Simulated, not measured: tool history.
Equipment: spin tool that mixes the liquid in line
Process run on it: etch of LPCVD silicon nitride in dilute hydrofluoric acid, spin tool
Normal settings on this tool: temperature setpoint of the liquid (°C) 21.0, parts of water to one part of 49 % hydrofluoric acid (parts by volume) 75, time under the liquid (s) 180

run,hour,temperature setpoint of the liquid (°C),parts of water to one part of 49 % hydrofluoric acid (parts by volume),time under the liquid (s),wafers since the last listed run,hours since the thermometer was replaced,hours since the hydrofluoric acid flow meter was replaced,hours since the gauge calibration,"read-back film thickness of the LPCVD silicon nitride reference wafer, read on the same gauge (nm)",thickness taken off the LPCVD silicon nitride on a monitor wafer (Å)
1,0.0,21.0,75,180,0,875.5,42.3,274.7,39.989,8.58
2,10.5,21.0,75,180,47,886.0,52.8,285.2,40.008,8.96
3,22.8,21.0,75,205,56,898.3,65.1,297.5,39.998,9.72
4,30.9,21.0,75,205,36,906.4,73.2,305.6,39.996,9.73
5,42.0,21.0,75,180,50,917.5,84.3,316.7,40.002,8.52
6,49.4,21.0,75,180,33,924.9,91.7,324.1,39.990,8.66
# hour 53.9: gauge calibrated
7,67.1,21.0,75,180,80,942.6,109.4,13.2,40.005,8.88
8,73.4,21.0,75,180,28,948.9,115.7,19.5,40.005,8.65
9,80.5,17.0,75,180,32,956.0,122.8,26.6,40.042,6.43
10,96.0,21.0,75,180,70,971.5,138.3,42.1,40.008,8.62
11,108.6,25.0,75,180,57,984.1,150.9,54.7,39.988,11.39
12,118.6,21.0,75,180,45,994.1,160.9,64.7,39.987,8.67
13,135.6,21.0,75,180,77,1011.1,177.9,81.7,39.981,8.70
14,149.0,21.0,60,180,61,1024.5,191.3,95.1,40.022,10.70
15,171.4,17.0,75,270,102,1046.9,213.7,117.5,40.000,9.48
# hour 178.7: thermometer replaced
16,187.7,25.0,50,265,69,9.0,230.0,133.8,39.994,29.92
17,202.7,25.5,100,270,68,24.0,245.0,148.8,40.024,15.16
18,217.8,17.0,115,130,68,39.1,260.1,163.9,40.032,3.65
19,228.1,21.0,75,180,46,49.4,270.4,174.2,40.024,10.02
20,275.4,23.0,45,135,215,96.7,317.7,221.5,40.008,14.13
21,281.6,21.0,75,180,28,102.9,323.9,227.7,39.981,9.79
22,289.0,19.5,105,180,33,110.3,331.3,235.1,40.007,6.52
23,299.4,18.5,75,180,47,120.7,341.7,245.5,39.997,8.32
24,315.6,17.0,110,180,73,136.9,357.9,261.7,40.011,5.26
25,324.0,21.0,65,140,38,145.3,366.3,270.1,40.002,8.72
26,333.5,21.0,75,135,43,154.8,375.8,279.6,39.966,7.31
27,345.6,21.0,75,180,55,166.9,387.9,291.7,40.008,10.26
28,356.7,22.5,55,150,50,178.0,399.0,302.8,40.030,12.48
29,372.9,19.0,45,270,73,194.2,415.2,319.0,40.018,20.79
30,381.2,21.0,75,180,37,202.5,423.5,327.3,40.027,10.01
31,387.2,18.5,90,180,27,208.5,429.5,333.3,40.035,7.02
32,395.5,23.0,75,100,37,216.8,437.8,341.6,40.010,5.96

Run 33 is up next; what results do you expect?
33,409.7,23.5,75,180,64,231.0,452.0,355.8,?,?

Run 33 produced read-back film thickness of the LPCVD silicon nitride reference wafer, read on the same gauge (nm) 39.991, thickness taken off the LPCVD silicon nitride on a monitor wafer (Å) 11.60.
Take away the tool's hidden state, keep the run-to-run variation as it was, and the same run would have given thickness taken off the LPCVD silicon nitride on a monitor wafer (Å) 12.24.

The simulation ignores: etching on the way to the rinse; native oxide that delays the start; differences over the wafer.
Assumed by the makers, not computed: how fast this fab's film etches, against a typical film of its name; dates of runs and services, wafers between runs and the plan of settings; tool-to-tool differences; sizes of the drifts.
